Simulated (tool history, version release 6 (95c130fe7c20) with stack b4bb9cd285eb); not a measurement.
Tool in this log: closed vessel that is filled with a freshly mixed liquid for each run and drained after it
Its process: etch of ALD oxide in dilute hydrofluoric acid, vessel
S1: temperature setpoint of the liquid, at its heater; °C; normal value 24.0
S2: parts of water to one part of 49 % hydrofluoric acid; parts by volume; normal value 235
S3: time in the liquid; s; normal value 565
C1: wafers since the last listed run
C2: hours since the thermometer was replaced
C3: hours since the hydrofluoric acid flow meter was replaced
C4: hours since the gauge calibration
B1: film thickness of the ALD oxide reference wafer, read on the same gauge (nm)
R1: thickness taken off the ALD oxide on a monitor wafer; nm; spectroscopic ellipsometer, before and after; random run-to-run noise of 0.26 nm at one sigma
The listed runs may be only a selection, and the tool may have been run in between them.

run,hour,S1,S2,S3,C1,C2,C3,C4,B1,R1
1,0.0,23.0,270,565,0,137.9,1087.2,152.7,30.00,26.78
2,54.9,24.0,235,565,3614,192.8,1142.1,207.6,30.00,32.56
3,98.1,24.0,235,565,2844,236.0,1185.3,250.8,29.99,32.87
4,195.0,24.0,235,565,6379,332.9,1282.2,347.7,30.01,32.10
5,293.2,24.0,235,565,6465,431.1,1380.4,445.9,29.96,32.14
6,400.3,27.5,235,565,7051,538.2,1487.5,553.0,30.01,35.98
7,502.2,24.0,235,565,6708,640.1,1589.4,654.9,30.00,31.07
8,569.1,24.0,235,565,4404,707.0,1656.3,721.8,30.01,30.83
# hour 613.0: thermometer replaced
9,628.8,24.0,235,775,3864,15.8,1716.0,781.5,30.02,46.25
10,686.4,24.0,170,565,3792,73.4,1773.6,839.1,30.02,49.27
11,764.5,24.0,170,565,5141,151.5,1851.7,917.2,29.99,49.19
12,864.8,24.0,170,565,6603,251.8,1952.0,1017.5,29.95,48.90
# hour 895.7: gauge calibrated
13,946.9,24.0,235,565,5405,333.9,2034.1,51.2,29.99,32.80
14,1036.6,21.5,175,260,5905,423.6,2123.8,140.9,29.98,19.20
15,1138.7,24.0,235,845,6721,525.7,2225.9,243.0,29.96,47.66
16,1211.2,24.0,270,565,4773,598.2,2298.4,315.5,29.97,26.57
17,1300.1,21.5,140,565,5852,687.1,2387.3,404.4,30.00,52.61
# hour 1308.2: thermometer replaced
18,1395.8,24.0,120,765,6234,87.6,2483.0,500.1,30.02,100.76
19,1432.2,24.0,235,565,2396,124.0,2519.4,536.5,30.01,32.79
20,1528.8,24.0,135,565,6359,220.6,2616.0,633.1,30.01,63.24
# hour 1546.8: hydrofluoric acid flow meter replaced
21,1566.9,24.0,195,360,2442,258.7,20.1,671.2,30.01,25.98
22,1624.1,22.0,235,565,3765,315.9,77.3,728.4,30.01,30.43
23,1698.0,26.5,235,880,4865,389.8,151.2,802.3,29.98,55.31
24,1839.2,24.0,350,565,9296,531.0,292.4,943.5,29.98,19.08
25,1917.7,21.5,140,565,5168,609.5,370.9,1022.0,30.01,52.39
# hour 1978.7: thermometer replaced
26,1991.4,24.0,325,765,4786,12.7,444.6,1095.7,30.02,29.76

For each entry between runs, how does the tool's hidden state at the last listed run before it compare with that at the first listed run after it?
Runs 8 to 9: thermometer replaced (hour 613.0)
  liquid colder than its thermometer reads (K): 2.42 -> 0.0937
  measured minus no-state result, R1: -2.86 -> -0.15 nm
Runs 12 to 13: gauge calibrated (hour 895.7)
  liquid colder than its thermometer reads (K): 0.812 -> 1.06
  measured minus no-state result, R1: -1.53 -> -1.29 nm
Runs 17 to 18: thermometer replaced (hour 1308.2)
  liquid colder than its thermometer reads (K): 2.14 -> 0.455
  measured minus no-state result, R1: -4.68 -> -1.79 nm
Runs 20 to 21: hydrofluoric acid flow meter replaced (hour 1546.8)
  liquid colder than its thermometer reads (K): 0.86 -> 0.976
  measured minus no-state result, R1: -2.14 -> -0.96 nm
Runs 25 to 26: thermometer replaced (hour 1978.7)
  liquid colder than its thermometer reads (K): 2.04 -> 0.505
  measured minus no-state result, R1: -4.44 -> -0.52 nm
